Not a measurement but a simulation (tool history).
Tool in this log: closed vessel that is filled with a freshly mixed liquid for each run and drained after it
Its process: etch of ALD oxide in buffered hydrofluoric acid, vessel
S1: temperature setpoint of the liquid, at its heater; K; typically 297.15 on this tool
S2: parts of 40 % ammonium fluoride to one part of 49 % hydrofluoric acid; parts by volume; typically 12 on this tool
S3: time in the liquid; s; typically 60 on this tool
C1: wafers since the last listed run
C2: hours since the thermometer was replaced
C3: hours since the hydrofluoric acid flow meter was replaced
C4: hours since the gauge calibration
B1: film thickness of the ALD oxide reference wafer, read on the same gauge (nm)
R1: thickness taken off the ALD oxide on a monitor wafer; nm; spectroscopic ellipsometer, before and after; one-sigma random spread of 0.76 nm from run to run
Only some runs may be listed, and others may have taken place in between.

Run 1, hour 0: usual settings; C1 0; C2 1471.3; C3 376.4; C4 493.6; B1 61.03. Result: R1 112.9 nm.
At hour 26.1: gauge calibrated.
Run 2, hour 69.2: usual settings; C1 9222; C2 1540.5; C3 445.6; C4 43.1; B1 60.11. Result: R1 110.78 nm.
Run 3, hour 163.8: usual settings; C1 12607; C2 1635.1; C3 540.2; C4 137.7; B1 60.17. Result: R1 110.86 nm.
Run 4, hour 216.5: usual settings; C1 7023; C2 1687.8; C3 592.9; C4 190.4; B1 60.23. Result: R1 109.26 nm.
Run 5, hour 293.4: usual settings; C1 10248; C2 1764.7; C3 669.8; C4 267.3; B1 60.4. Result: R1 111.86 nm.
Run 6, hour 390.9: usual settings; C1 12993; C2 1862.2; C3 767.3; C4 364.8; B1 60.64. Result: R1 112.11 nm.
Run 7, hour 484: usual settings; C1 12407; C2 1955.3; C3 860.4; C4 457.9; B1 60.93. Result: R1 111.25 nm.
At hour 500.9: hydrofluoric acid flow meter replaced.
Run 8, hour 529.2: usual settings; C1 5890; C2 2000.5; C3 28.3; C4 503.1; B1 61.13. Result: R1 112.31 nm.
At hour 542.3: thermometer replaced.
Run 9, hour 568.1: usual settings; C1 5050; C2 25.8; C3 67.2; C4 542; B1 61.24. Result: R1 111.85 nm.
Run 10, hour 619.5: usual settings but S2 15.5 parts by volume, S3 45 s; C1 6850; C2 77.2; C3 118.6; C4 593.4; B1 61.51. Result: R1 65.77 nm.
At hour 636.5: gauge calibrated.
Run 11, hour 667.2: usual settings but S1 298.65 K, S3 70 s; C1 6357; C2 124.9; C3 166.3; C4 30.7; B1 60.03. Result: R1 138.03 nm.
Run 12, hour 750.2: usual settings; C1 11061; C2 207.9; C3 249.3; C4 113.7; B1 60.08. Result: R1 112 nm.
Run 13, hour 850.5: usual settings; C1 13367; C2 308.2; C3 349.6; C4 214; B1 60.21. Result: R1 111.22 nm.
Run 14, hour 927.7: usual settings but S1 295.65 K, S2 9 parts by volume, S3 80 s; C1 10288; C2 385.4; C3 426.8; C4 291.2; B1 60.35. Result: R1 175.93 nm.
Run 15, hour 1033.9: usual settings but S3 35 s; C1 14153; C2 491.6; C3 533; C4 397.4; B1 60.67. Result: R1 65.91 nm.
Run 16, hour 1081.3: usual settings but S1 294.65 K, S2 17 parts by volume; C1 6317; C2 539; C3 580.4; C4 444.8; B1 60.83. Result: R1 68.82 nm.

Below, each run's measurement less what the same run would have read without the hidden state. Both values contain the same run-to-run variation, but the gauge's scatter may not be the same in both:
What the log doesn't record here: liquid hotter than its thermometer reads (K); hydrofluoric acid flow above the setpoint (%); gauge reads high (%).
run     R1
  1  +1.92
  2  +0.19
  3  +0.31
  4  +0.44
  5   +0.7
  6  +1.16
  7  +1.71
  8  +2.04
  9  +2.32
 10  +1.61
 11  +0.07
 12  +0.15
 13   +0.4
 14  +1.08
 15  +0.73
 16  +0.93
